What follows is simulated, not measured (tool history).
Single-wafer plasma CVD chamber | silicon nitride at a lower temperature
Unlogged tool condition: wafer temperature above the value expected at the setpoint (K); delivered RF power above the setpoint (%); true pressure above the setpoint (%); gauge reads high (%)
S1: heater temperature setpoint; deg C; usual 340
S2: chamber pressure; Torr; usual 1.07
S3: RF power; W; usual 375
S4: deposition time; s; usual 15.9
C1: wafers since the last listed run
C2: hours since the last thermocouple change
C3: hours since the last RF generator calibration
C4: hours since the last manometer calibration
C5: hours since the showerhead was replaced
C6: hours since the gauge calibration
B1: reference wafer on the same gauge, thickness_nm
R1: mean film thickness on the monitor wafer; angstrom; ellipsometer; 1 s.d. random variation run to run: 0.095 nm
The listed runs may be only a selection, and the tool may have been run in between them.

run,hour,S1,S2,S3,S4,C1,C2,C3,C4,C5,C6,B1,R1
1,0.0,340,0.86,375,15.9,0,890.3,1171.6,2383.8,5342.6,694.7,18.729,167.78
2,69.3,340,0.86,375,15.9,1545,959.6,1240.9,2453.1,5411.9,764.0,18.699,166.68
3,138.2,340,1.07,375,15.9,1536,1028.5,1309.8,2522.0,5480.8,832.9,18.643,180.87
4,189.0,340,1.07,375,15.9,1132,1079.3,1360.6,2572.8,5531.6,883.7,18.580,179.93
5,234.0,340,1.07,375,15.9,1003,1124.3,1405.6,2617.8,5576.6,928.7,18.528,180.58
6,259.7,340,1.07,375,15.9,573,1150.0,1431.3,2643.5,5602.3,954.4,18.526,179.18
7,285.2,340,1.07,375,15.9,568,1175.5,1456.8,2669.0,5627.8,979.9,18.446,179.69
8,336.6,340,1.07,375,15.9,1146,1226.9,1508.2,2720.4,5679.2,1031.3,18.434,179.23
9,376.5,340,1.07,375,15.9,889,1266.8,1548.1,2760.3,5719.1,1071.2,18.375,176.50
10,438.5,340,1.07,375,15.9,1382,1328.8,1610.1,2822.3,5781.1,1133.2,18.301,177.64
# hour 455.7: capacitance manometer re-zeroed and calibrated
11,473.7,340,1.07,375,15.9,606,1364.0,1645.3,18.0,5816.3,1168.4,18.261,177.22
12,502.5,340,1.07,375,15.9,642,1392.8,1674.1,46.8,5845.1,1197.2,18.197,176.94
13,527.6,340,1.07,375,15.9,559,1417.9,1699.2,71.9,5870.2,1222.3,18.148,179.17
14,552.9,340,1.23,300,15.9,564,1443.2,1724.5,97.2,5895.5,1247.6,18.118,153.15
15,594.4,340,0.86,375,15.9,925,1484.7,1766.0,138.7,5937.0,1289.1,18.081,161.05
16,620.1,330,1.07,345,18.2,573,1510.4,1791.7,164.4,5962.7,1314.8,18.022,190.26
17,689.2,350,0.82,375,17.9,1540,1579.5,1860.8,233.5,6031.8,1383.9,17.960,177.00
18,729.2,340,1.28,330,15.9,891,1619.5,1900.8,273.5,6071.8,1423.9,17.896,166.03
# hour 764.3: gauge calibrated
19,773.1,351,0.87,425,13.7,978,1663.4,1944.7,317.4,6115.7,8.8,18.888,159.65
# hour 796.5: showerhead replaced
# hour 816.4: thermocouple changed; heater temperature recalibrated
# hour 829.2: RF generator calibrated
20,839.0,340,1.07,335,15.9,934,22.6,9.8,383.3,42.5,74.7,18.900,167.42
21,869.7,335,0.99,375,15.9,684,53.3,40.5,414.0,73.2,105.4,18.868,178.24
22,933.7,328,1.07,440,18.0,1427,117.3,104.5,478.0,137.2,169.4,18.873,231.29
23,987.2,340,1.07,375,15.9,1192,170.8,158.0,531.5,190.7,222.9,18.851,181.94
24,1103.2,340,1.07,415,13.7,2586,286.8,274.0,647.5,306.7,338.9,18.809,169.19
25,1161.5,340,1.07,425,15.9,1299,345.1,332.3,705.8,365.0,397.2,18.756,197.91
26,1199.1,340,1.07,375,15.9,838,382.7,369.9,743.4,402.6,434.8,18.764,184.14

Table of differences, measured result less the result of that run with no hidden state. Run-to-run variation is the same in both. Gauge scatter possibly is not:
run,R1
1,-1.55
2,-2.03
3,-2.79
4,-3.23
5,-3.67
6,-3.90
7,-4.17
8,-4.71
9,-5.09
10,-5.85
11,-6.27
12,-6.64
13,-7.05
14,-6.32
15,-7.17
16,-8.85
17,-9.27
18,-9.28
19,-0.17
20,-0.20
21,-0.24
22,-0.43
23,-0.45
24,-0.73
25,-1.10
26,-1.19
